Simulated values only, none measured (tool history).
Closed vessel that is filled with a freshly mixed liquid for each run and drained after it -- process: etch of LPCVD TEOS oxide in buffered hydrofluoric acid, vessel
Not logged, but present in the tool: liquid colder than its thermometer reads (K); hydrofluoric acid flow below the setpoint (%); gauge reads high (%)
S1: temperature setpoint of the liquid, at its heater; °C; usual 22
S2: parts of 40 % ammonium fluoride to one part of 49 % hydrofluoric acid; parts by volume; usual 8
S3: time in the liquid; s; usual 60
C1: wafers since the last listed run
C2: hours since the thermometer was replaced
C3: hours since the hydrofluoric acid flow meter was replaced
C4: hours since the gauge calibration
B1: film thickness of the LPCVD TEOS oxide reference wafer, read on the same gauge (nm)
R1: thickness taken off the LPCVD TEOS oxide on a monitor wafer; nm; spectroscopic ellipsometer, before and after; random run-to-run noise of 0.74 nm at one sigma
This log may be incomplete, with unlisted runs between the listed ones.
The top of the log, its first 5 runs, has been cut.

run 6 day=4.388 | S1=23.5 S2=8 S3=60 | C1=823 C2=813.5 C3=1173 C4=415 | B1=139.99 | R1=143.07
-- day=4.562 thermometer replaced
-- day=5.017 gauge calibrated
run 7 day=5.042 | S1=23.5 S2=8 S3=60 | C1=910 C2=11.5 C3=1188.7 C4=0.6 | B1=140.01 | R1=142.75
run 8 day=5.775 | S1=26 S2=8 S3=60 | C1=1090 C2=29.1 C3=1206.3 C4=18.2 | B1=139.97 | R1=163.76
run 9 day=7.571 | S1=26 S2=8 S3=40 | C1=2670 C2=72.2 C3=1249.4 C4=61.3 | B1=140.02 | R1=109.2
run 10 day=8.067 | S1=20 S2=5.5 S3=60 | C1=737 C2=84.1 C3=1261.3 C4=73.2 | B1=140.05 | R1=170.32
run 11 day=8.396 | S1=19.5 S2=7 S3=35 | C1=489 C2=92 C3=1269.2 C4=81.1 | B1=140.02 | R1=76.43
run 12 day=8.779 | S1=22 S2=8 S3=60 | C1=569 C2=101.2 C3=1278.4 C4=90.3 | B1=140.02 | R1=129.62
run 13 day=9.525 | S1=25.5 S2=8 S3=60 | C1=1108 C2=119.1 C3=1296.3 C4=108.2 | B1=140.01 | R1=158.49
run 14 day=10.004 | S1=19 S2=8 S3=30 | C1=712 C2=130.6 C3=1307.8 C4=119.7 | B1=139.97 | R1=55.17
run 15 day=10.554 | S1=24 S2=5.5 S3=95 | C1=817 C2=143.8 C3=1321 C4=132.9 | B1=139.94 | R1=333.4
run 16 day=10.892 | S1=24.5 S2=5 S3=50 | C1=501 C2=151.9 C3=1329.1 C4=141 | B1=140.03 | R1=195.46
run 17 day=11.379 | S1=22 S2=8 S3=75 | C1=724 C2=163.6 C3=1340.8 C4=152.7 | B1=139.94 | R1=161.57
run 18 day=11.754 | S1=23.5 S2=8 S3=60 | C1=557 C2=172.6 C3=1349.8 C4=161.7 | B1=140.03 | R1=141.54
-- day=12.188 hydrofluoric acid flow meter replaced
run 19 day=12.483 | S1=22 S2=8 S3=60 | C1=1022 C2=190.1 C3=7.1 C4=179.2 | B1=139.98 | R1=122.04
run 20 day=14.046 | S1=25 S2=8 S3=60 | C1=2323 C2=227.6 C3=44.6 C4=216.7 | B1=140 | R1=143.85
run 21 day=14.446 | S1=23.5 S2=5 S3=30 | C1=594 C2=237.2 C3=54.2 C4=226.3 | B1=140.02 | R1=105.3
run 22 day=15.167 | S1=22 S2=8 S3=90 | C1=1071 C2=254.5 C3=71.5 C4=243.6 | B1=140.04 | R1=181.22

Run 23 has not been measured yet. What should we expect?
run 23 day=15.462 | S1=20.5 S2=8 S3=70 | C1=439 C2=261.6 C3=78.6 C4=250.7 | B1=? | R1=?

B1: 139.97
R1: 131.04 nm
Were there no unlogged condition in the tool, this run, its random variation unchanged, would have produced R1 153.71 nm.

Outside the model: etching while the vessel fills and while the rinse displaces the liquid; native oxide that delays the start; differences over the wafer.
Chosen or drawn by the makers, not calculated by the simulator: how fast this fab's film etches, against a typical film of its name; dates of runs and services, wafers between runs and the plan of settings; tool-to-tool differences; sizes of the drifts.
